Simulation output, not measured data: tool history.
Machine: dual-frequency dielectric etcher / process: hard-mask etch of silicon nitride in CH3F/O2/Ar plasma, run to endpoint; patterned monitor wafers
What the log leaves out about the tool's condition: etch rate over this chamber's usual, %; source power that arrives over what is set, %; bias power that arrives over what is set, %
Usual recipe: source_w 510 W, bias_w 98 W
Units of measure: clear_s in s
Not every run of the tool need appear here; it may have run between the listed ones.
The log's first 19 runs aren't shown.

run	day	source_w	bias_w	wafers since the last listed run	hours since the last wet clean	hours since the last source power generator calibration	hours since the last bias power generator calibration	hours since the last upper electrode change	incoming incoming film thickness, nm	clear_s
20	73.262	430	112	542	279.4	4270.7	396.0	362.2	51.4	58.7
21	74.850	510	98	229	317.5	4308.8	434.1	400.3	51.3	57.1
22	79.050	430	78	606	418.3	4409.6	534.9	501.1	51.7	66.1
23	82.700	590	80	526	505.9	4497.2	622.5	588.7	52.0	58.6
# day 87.496: source power generator calibrated
24	94.892	550	88	1735	798.5	177.5	915.1	881.3	51.9	57.5
# day 95.929: wet clean of the chamber
25	97.767	390	98	270	44.1	246.5	984.1	950.3	51.2	63.3
26	99.275	510	88	217	80.3	282.7	1020.3	986.5	51.3	59.6
27	102.308	460	98	437	153.1	355.5	1093.1	1059.3	51.4	59.8
28	105.725	560	98	493	235.1	437.5	1175.1	1141.3	51.7	56.1
29	109.492	510	107	543	325.5	527.9	1265.5	1231.7	51.7	55.5
30	112.329	510	81	409	393.6	596.0	1333.6	1299.8	50.7	60.4
31	116.762	630	81	640	500.0	702.4	1440.0	1406.2	51.9	56.5
32	120.454	590	117	532	588.6	791.0	1528.6	1494.8	51.6	50.7
33	123.783	510	98	480	668.5	870.9	1608.5	1574.7	52.0	57.3
# day 127.962: wet clean of the chamber
34	127.983	590	113	461	0.5	971.7	1709.3	1675.5	51.7	52.4
35	131.379	600	92	490	82.0	1053.2	1790.8	1757.0	51.2	55.4

Each row is a separate what-if for the run after 35, all from the same tool condition, not one after another. Results?
A	131.396	510	98	2	82.4	1053.6	1791.2	1757.4	51.3	?
B	131.396	390	108	2	82.4	1053.6	1791.2	1757.4	51.3	?
C	131.396	610	120	2	82.4	1053.6	1791.2	1757.4	51.3	?
D	131.396	510	75	2	82.4	1053.6	1791.2	1757.4	51.3	?

run	clear_s
A	57.7
B	61.3
C	50.3
D	63.1
Without the tool's hidden state the same runs would have given:
run	clear_s
A	57.8
B	61.4
C	50.4
D	63.3
